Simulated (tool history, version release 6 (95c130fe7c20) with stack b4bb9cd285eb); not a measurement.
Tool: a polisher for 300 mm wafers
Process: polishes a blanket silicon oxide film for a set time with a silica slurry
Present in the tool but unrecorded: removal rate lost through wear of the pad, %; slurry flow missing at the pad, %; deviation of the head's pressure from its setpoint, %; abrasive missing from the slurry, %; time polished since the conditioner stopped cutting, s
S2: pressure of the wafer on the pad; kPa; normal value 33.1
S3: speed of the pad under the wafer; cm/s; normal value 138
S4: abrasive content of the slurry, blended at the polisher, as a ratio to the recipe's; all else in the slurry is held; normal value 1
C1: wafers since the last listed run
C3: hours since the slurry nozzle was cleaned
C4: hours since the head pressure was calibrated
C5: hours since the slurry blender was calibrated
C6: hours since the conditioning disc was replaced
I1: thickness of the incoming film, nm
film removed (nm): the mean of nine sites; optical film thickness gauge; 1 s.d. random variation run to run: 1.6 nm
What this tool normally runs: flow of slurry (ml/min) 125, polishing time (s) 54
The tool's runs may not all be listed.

run 1 day=0 | flow_of_slurry_(ml/min)=110 S2=33.1 S3=138 S4=0.9 polishing_time_(s)=54 | C1=0 wafers_polished_on_this_pad=1080 C3=18.3 C4=850.7 C5=205.7 C6=92.1 | I1=842.7 | film_removed_(nm)=215.4
run 2 day=0.288 | flow_of_slurry_(ml/min)=110 S2=33.1 S3=138 S4=0.9 polishing_time_(s)=54 | C1=68 wafers_polished_on_this_pad=1148 C3=25.2 C4=857.6 C5=212.6 C6=99 | I1=836.9 | film_removed_(nm)=212.6
run 3 day=0.604 | flow_of_slurry_(ml/min)=110 S2=33.1 S3=138 S4=0.9 polishing_time_(s)=54 | C1=75 wafers_polished_on_this_pad=1224 C3=32.8 C4=865.2 C5=220.2 C6=106.6 | I1=851.2 | film_removed_(nm)=213.2
-- day=1.054 worn pad replaced by a new one
run 4 day=1.079 | flow_of_slurry_(ml/min)=125 S2=42.1 S3=126 S4=1.15 polishing_time_(s)=69 | C1=73 wafers_polished_on_this_pad=5 C3=44.2 C4=876.6 C5=231.6 C6=118 | I1=843.5 | film_removed_(nm)=381.7
-- day=1.325 slurry blender recalibrated
run 5 day=1.429 | flow_of_slurry_(ml/min)=125 S2=33.1 S3=138 S4=1 polishing_time_(s)=54 | C1=63 wafers_polished_on_this_pad=69 C3=52.6 C4=885 C5=2.5 C6=126.4 | I1=830.2 | film_removed_(nm)=234.1
run 6 day=1.733 | flow_of_slurry_(ml/min)=125 S2=33.1 S3=138 S4=1 polishing_time_(s)=54 | C1=72 wafers_polished_on_this_pad=141 C3=59.9 C4=892.3 C5=9.8 C6=133.7 | I1=841.2 | film_removed_(nm)=232.3
-- day=2.383 head pressure recalibrated
run 7 day=3.167 | flow_of_slurry_(ml/min)=125 S2=33.1 S3=138 S4=1 polishing_time_(s)=54 | C1=321 wafers_polished_on_this_pad=463 C3=94.3 C4=18.8 C5=44.2 C6=168.1 | I1=841.4 | film_removed_(nm)=232.8
run 8 day=3.504 | flow_of_slurry_(ml/min)=100 S2=22.1 S3=162 S4=1 polishing_time_(s)=54 | C1=80 wafers_polished_on_this_pad=544 C3=102.4 C4=26.9 C5=52.3 C6=176.2 | I1=835 | film_removed_(nm)=167.4
run 9 day=3.917 | flow_of_slurry_(ml/min)=90 S2=33.1 S3=114 S4=0.85 polishing_time_(s)=54 | C1=98 wafers_polished_on_this_pad=642 C3=112.3 C4=36.8 C5=62.2 C6=186.1 | I1=831.7 | film_removed_(nm)=161.1
run 10 day=4.304 | flow_of_slurry_(ml/min)=125 S2=33.1 S3=138 S4=0.9 polishing_time_(s)=69 | C1=92 wafers_polished_on_this_pad=734 C3=121.6 C4=46.1 C5=71.5 C6=195.4 | I1=836.2 | film_removed_(nm)=275
run 11 day=4.912 | flow_of_slurry_(ml/min)=125 S2=33.1 S3=138 S4=1 polishing_time_(s)=54 | C1=145 wafers_polished_on_this_pad=879 C3=136.2 C4=60.7 C5=86.1 C6=210 | I1=841.8 | film_removed_(nm)=235
run 12 day=5.458 | flow_of_slurry_(ml/min)=125 S2=44.1 S3=116 S4=0.7 polishing_time_(s)=40 | C1=130 wafers_polished_on_this_pad=1010 C3=149.3 C4=73.8 C5=99.2 C6=223.1 | I1=850.2 | film_removed_(nm)=149.1
run 13 day=6.079 | flow_of_slurry_(ml/min)=125 S2=33.1 S3=138 S4=0.7 polishing_time_(s)=54 | C1=148 wafers_polished_on_this_pad=1158 C3=164.2 C4=88.7 C5=114.1 C6=238 | I1=831.5 | film_removed_(nm)=174.4
run 14 day=6.388 | flow_of_slurry_(ml/min)=125 S2=38.6 S3=138 S4=1 polishing_time_(s)=40 | C1=73 wafers_polished_on_this_pad=1231 C3=171.6 C4=96.1 C5=121.5 C6=245.4 | I1=830.8 | film_removed_(nm)=199.2
run 15 day=6.962 | flow_of_slurry_(ml/min)=125 S2=33.1 S3=138 S4=1 polishing_time_(s)=54 | C1=137 wafers_polished_on_this_pad=1368 C3=185.4 C4=109.9 C5=135.3 C6=259.2 | I1=828 | film_removed_(nm)=230.5
-- day=7.242 worn pad replaced by a new one
run 16 day=7.521 | flow_of_slurry_(ml/min)=125 S2=33.1 S3=124 S4=0.8 polishing_time_(s)=54 | C1=93 wafers_polished_on_this_pad=66 C3=198.8 C4=123.3 C5=148.7 C6=272.6 | I1=843.8 | film_removed_(nm)=180.2
run 17 day=8.025 | flow_of_slurry_(ml/min)=125 S2=33.1 S3=138 S4=1 polishing_time_(s)=54 | C1=120 wafers_polished_on_this_pad=186 C3=210.9 C4=135.4 C5=160.8 C6=284.7 | I1=854.1 | film_removed_(nm)=230.1
run 18 day=8.417 | flow_of_slurry_(ml/min)=125 S2=33.1 S3=138 S4=1 polishing_time_(s)=54 | C1=93 wafers_polished_on_this_pad=280 C3=220.3 C4=144.8 C5=170.2 C6=294.1 | I1=847.7 | film_removed_(nm)=230.3
run 19 day=8.8 | flow_of_slurry_(ml/min)=125 S2=33.1 S3=138 S4=1 polishing_time_(s)=72 | C1=91 wafers_polished_on_this_pad=371 C3=229.5 C4=154 C5=179.4 C6=303.3 | I1=853.8 | film_removed_(nm)=306.2
run 20 day=9.312 | flow_of_slurry_(ml/min)=125 S2=33.1 S3=138 S4=0.85 polishing_time_(s)=60 | C1=122 wafers_polished_on_this_pad=493 C3=241.8 C4=166.3 C5=191.7 C6=315.6 | I1=852.9 | film_removed_(nm)=227.2

For run 21, what comes out?
run 21 day=9.696 | flow_of_slurry_(ml/min)=125 S2=33.1 S3=138 S4=1 polishing_time_(s)=48 | C1=91 wafers_polished_on_this_pad=585 C3=251 C4=175.5 C5=200.9 C6=324.8 | I1=848 | film_removed_(nm)=?

film removed (nm): 202.7
If the tool had no hidden condition, the same run with the same run-to-run variation would have returned film removed (nm) 209.1.

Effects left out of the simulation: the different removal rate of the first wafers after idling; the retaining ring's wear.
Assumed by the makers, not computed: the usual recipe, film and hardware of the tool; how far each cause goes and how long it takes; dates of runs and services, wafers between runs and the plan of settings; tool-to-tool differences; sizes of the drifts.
